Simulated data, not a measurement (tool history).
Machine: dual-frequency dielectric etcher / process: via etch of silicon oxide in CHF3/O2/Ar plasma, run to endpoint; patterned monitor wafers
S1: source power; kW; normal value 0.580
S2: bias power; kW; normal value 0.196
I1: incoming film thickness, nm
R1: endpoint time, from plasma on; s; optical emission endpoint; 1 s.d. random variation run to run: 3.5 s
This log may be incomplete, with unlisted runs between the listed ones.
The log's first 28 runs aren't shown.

run    hour     S1     S2     I1     R1
 29  1334.0  0.480  0.236  793.6  394.6
 30  1363.4  0.580  0.196  798.2  391.1
 31  1435.3  0.580  0.243  799.8  376.9
 32  1472.0  0.630  0.147  793.8  411.3
 33  1498.1  0.690  0.161  804.6  384.5
 34  1539.6  0.580  0.168  805.6  410.3
 35  1609.8  0.710  0.196  790.5  367.1
 36  1642.7  0.580  0.196  796.5  387.5

Consider 3 possible next runs. They are alternatives, not a sequence: every one starts from the tool as it was left by run 36. What does each give?
  A  1643.2  0.580  0.196  799.0   ?
  B  1643.2  0.640  0.196  799.0   ?
  C  1643.2  0.470  0.183  799.0   ?

run     R1
  A  389.2
  B  378.4
  C  418.7
With no hidden state in the tool, these same runs would have given:
run     R1
  A  389.2
  B  378.4
  C  418.7

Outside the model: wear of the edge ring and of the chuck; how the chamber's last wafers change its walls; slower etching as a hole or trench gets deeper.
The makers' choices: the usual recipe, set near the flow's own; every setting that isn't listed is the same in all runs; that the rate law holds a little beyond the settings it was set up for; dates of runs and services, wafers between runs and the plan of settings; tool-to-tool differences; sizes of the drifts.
